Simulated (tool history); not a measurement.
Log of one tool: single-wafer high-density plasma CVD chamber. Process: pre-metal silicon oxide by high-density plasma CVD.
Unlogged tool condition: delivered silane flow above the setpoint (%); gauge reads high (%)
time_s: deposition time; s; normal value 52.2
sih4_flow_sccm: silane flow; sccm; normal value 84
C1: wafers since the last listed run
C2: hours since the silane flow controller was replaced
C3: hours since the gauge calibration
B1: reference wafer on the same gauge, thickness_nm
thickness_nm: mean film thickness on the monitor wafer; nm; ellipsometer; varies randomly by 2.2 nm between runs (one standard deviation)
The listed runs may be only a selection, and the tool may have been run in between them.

{"run": 1, "hour": 0.0, "time_s": 57.8, "sih4_flow_sccm": 79, "C1": 0, "C2": 1835.3, "C3": 716.3, "B1": 523.68, "thickness_nm": 476.938}
{"run": 2, "hour": 50.3, "time_s": 47.2, "sih4_flow_sccm": 84, "C1": 980, "C2": 1885.6, "C3": 766.6, "B1": 522.998, "thickness_nm": 403.052}
{"run": 3, "hour": 150.0, "time_s": 47.2, "sih4_flow_sccm": 84, "C1": 1943, "C2": 1985.3, "C3": 866.3, "B1": 522.188, "thickness_nm": 407.882}
{"run": 4, "hour": 306.0, "time_s": 47.2, "sih4_flow_sccm": 84, "C1": 3041, "C2": 2141.3, "C3": 1022.3, "B1": 523.173, "thickness_nm": 402.42}
{"run": 5, "hour": 401.2, "time_s": 55.9, "sih4_flow_sccm": 84, "C1": 1856, "C2": 2236.5, "C3": 1117.5, "B1": 523.225, "thickness_nm": 476.951}
{"hour": 438.4, "done": "silane flow controller replaced"}
{"run": 6, "hour": 478.4, "time_s": 52.2, "sih4_flow_sccm": 84, "C1": 1349, "C2": 40.0, "C3": 1194.7, "B1": 523.349, "thickness_nm": 463.414}
{"run": 7, "hour": 570.9, "time_s": 52.2, "sih4_flow_sccm": 84, "C1": 1803, "C2": 132.5, "C3": 1287.2, "B1": 522.674, "thickness_nm": 464.362}
{"hour": 623.4, "done": "gauge calibrated"}
{"run": 8, "hour": 629.1, "time_s": 52.2, "sih4_flow_sccm": 84, "C1": 1134, "C2": 190.7, "C3": 5.7, "B1": 523.153, "thickness_nm": 464.662}
{"run": 9, "hour": 707.4, "time_s": 52.2, "sih4_flow_sccm": 84, "C1": 1526, "C2": 269.0, "C3": 84.0, "B1": 523.89, "thickness_nm": 465.948}
{"run": 10, "hour": 797.6, "time_s": 44.6, "sih4_flow_sccm": 71, "C1": 1758, "C2": 359.2, "C3": 174.2, "B1": 523.348, "thickness_nm": 353.848}
{"run": 11, "hour": 878.8, "time_s": 52.2, "sih4_flow_sccm": 68, "C1": 1583, "C2": 440.4, "C3": 255.4, "B1": 522.16, "thickness_nm": 404.658}
{"run": 12, "hour": 968.4, "time_s": 43.8, "sih4_flow_sccm": 100, "C1": 1746, "C2": 530.0, "C3": 345.0, "B1": 524.355, "thickness_nm": 435.2}
{"run": 13, "hour": 1014.9, "time_s": 55.5, "sih4_flow_sccm": 96, "C1": 906, "C2": 576.5, "C3": 391.5, "B1": 522.326, "thickness_nm": 536.283}
{"run": 14, "hour": 1083.6, "time_s": 52.2, "sih4_flow_sccm": 84, "C1": 1339, "C2": 645.2, "C3": 460.2, "B1": 522.593, "thickness_nm": 466.786}
{"run": 15, "hour": 1188.6, "time_s": 55.5, "sih4_flow_sccm": 93, "C1": 2047, "C2": 750.2, "C3": 565.2, "B1": 523.874, "thickness_nm": 524.798}
{"run": 16, "hour": 1232.7, "time_s": 52.2, "sih4_flow_sccm": 84, "C1": 859, "C2": 794.3, "C3": 609.3, "B1": 523.174, "thickness_nm": 457.997}

For run 17, what comes out?
{"run": 17, "hour": 1318.0, "time_s": 59.3, "sih4_flow_sccm": 97, "C1": 1663, "C2": 879.6, "C3": 694.6, "B1": "?", "thickness_nm": "?"}

Run 17 came out at B1 523.258, thickness_nm 577.022 nm.
Minus the tool's unlogged condition, the same run would have read thickness_nm 586.222 nm.
